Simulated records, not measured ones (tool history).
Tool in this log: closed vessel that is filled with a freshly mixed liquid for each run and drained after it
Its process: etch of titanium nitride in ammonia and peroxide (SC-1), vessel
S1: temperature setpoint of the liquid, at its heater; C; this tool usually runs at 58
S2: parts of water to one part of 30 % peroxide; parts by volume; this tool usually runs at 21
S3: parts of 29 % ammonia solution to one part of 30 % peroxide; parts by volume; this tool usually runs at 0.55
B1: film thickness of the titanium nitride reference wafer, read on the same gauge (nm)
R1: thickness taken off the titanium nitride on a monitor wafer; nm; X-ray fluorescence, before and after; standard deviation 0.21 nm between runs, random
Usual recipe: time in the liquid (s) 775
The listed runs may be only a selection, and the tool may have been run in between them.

Run 1, day 0: usual settings but S2 14 parts by volume; B1 140.05. Result: R1 65.4 nm.
Run 2, day 1.854: usual settings but S2 14 parts by volume; B1 140. Result: R1 65.11 nm.
Run 3, day 3.771: usual settings but S2 14 parts by volume; B1 139.98. Result: R1 65.14 nm.
Run 4, day 5.342: usual settings; B1 139.98. Result: R1 52.25 nm.
Run 5, day 8.517: usual settings; B1 140.05. Result: R1 51.91 nm.
Run 6, day 11.638: usual settings but S3 0.35 parts by volume; B1 140.03. Result: R1 47.7 nm.
Run 7, day 14.304: usual settings but S3 0.35 parts by volume; B1 140. Result: R1 47.7 nm.
Run 8, day 17.833: usual settings; B1 139.96. Result: R1 52.64 nm.
Run 9, day 19.933: usual settings; B1 140.03. Result: R1 52.68 nm.
Run 10, day 24.362: usual settings; B1 140. Result: R1 52.61 nm.
Run 11, day 27.8: usual settings; B1 139.97. Result: R1 52.33 nm.
Run 12, day 31.508: usual settings; B1 140.01. Result: R1 52.65 nm.
Run 13, day 33.033: usual settings but S2 27 parts by volume; B1 140.01. Result: R1 45.58 nm.
Run 14, day 36.275: usual settings; B1 140.04. Result: R1 52.8 nm.
Run 15, day 40.292: usual settings but S1 66.5 C, S3 0.45 parts by volume, time in the liquid (s) 515; B1 140.07. Result: R1 57.74 nm.
Run 16, day 44.371: usual settings but S2 11 parts by volume, S3 0.3 parts by volume; B1 140.01. Result: R1 65.5 nm.
Run 17, day 46.738: usual settings but S3 0.35 parts by volume; B1 139.99. Result: R1 47.41 nm.
Run 18, day 51.021: usual settings but S2 26 parts by volume, S3 0.75 parts by volume, time in the liquid (s) 1010; B1 140. Result: R1 62.98 nm.
Run 19, day 55.3: usual settings but S1 66.5 C, S2 16 parts by volume, S3 0.65 parts by volume, time in the liquid (s) 1225; B1 140. Result: R1 167.94 nm.
Run 20, day 57.212: usual settings; B1 140.01. Result: R1 52.33 nm.
Run 21, day 58.721: usual settings but S1 55 C, S2 26.5 parts by volume, S3 0.75 parts by volume, time in the liquid (s) 525; B1 140.02. Result: R1 27.1 nm.
Run 22, day 61.242: usual settings; B1 139.99. Result: R1 52.44 nm.
Run 23, day 65.383: usual settings but S1 63.5 C, S2 17.5 parts by volume, S3 0.75 parts by volume, time in the liquid (s) 555; B1 139.97. Result: R1 62.73 nm.
Run 24, day 68.333: usual settings but S1 48 C, S3 0.45 parts by volume; B1 139.95. Result: R1 25.22 nm.
Run 25, day 70.288: usual settings; B1 140.02. Result: R1 51.67 nm.

Taken out of this log: 6 entries between the listed runs. Where each belongs, and how the hidden state differs across it:
Between runs 7 and 8: new drum of ammonia solution connected (day 16.629)
  ammonia flow above the setpoint (%): 10.3 -> 10.8; ammonia solution weaker than its label (%): 13.1 -> 0.914
  what was measured, less what the result would be without the hidden state, R1: -0.39 -> +0.9 nm
Between runs 10 and 11: thermometer replaced (day 25.046)
  ammonia flow above the setpoint (%): 11.7 -> 12.2; ammonia solution weaker than its label (%): 4.32 -> 6.12
  what was measured, less what the result would be without the hidden state, R1: +0.65 -> +0.5 nm
Between runs 13 and 14: gauge calibrated (day 34.562); new drum of ammonia solution connected (day 36.254)
  ammonia flow above the setpoint (%): 12.9 -> 13.4; ammonia solution weaker than its label (%): 8.85 -> 1.65
  what was measured, less what the result would be without the hidden state, R1: +0.25 -> +1.05 nm
Between runs 14 and 15: ammonia flow meter replaced (day 37.567)
  ammonia flow above the setpoint (%): 13.4 -> 1.2; ammonia solution weaker than its label (%): 1.65 -> 3.75
  what was measured, less what the result would be without the hidden state, R1: +1.05 -> -0.28 nm
Between runs 19 and 20: new drum of ammonia solution connected (day 57.071)
  ammonia flow above the setpoint (%): 3.35 -> 3.62; ammonia solution weaker than its label (%): 11.6 -> 0.284
  what was measured, less what the result would be without the hidden state, R1: -2.73 -> +0.32 nm
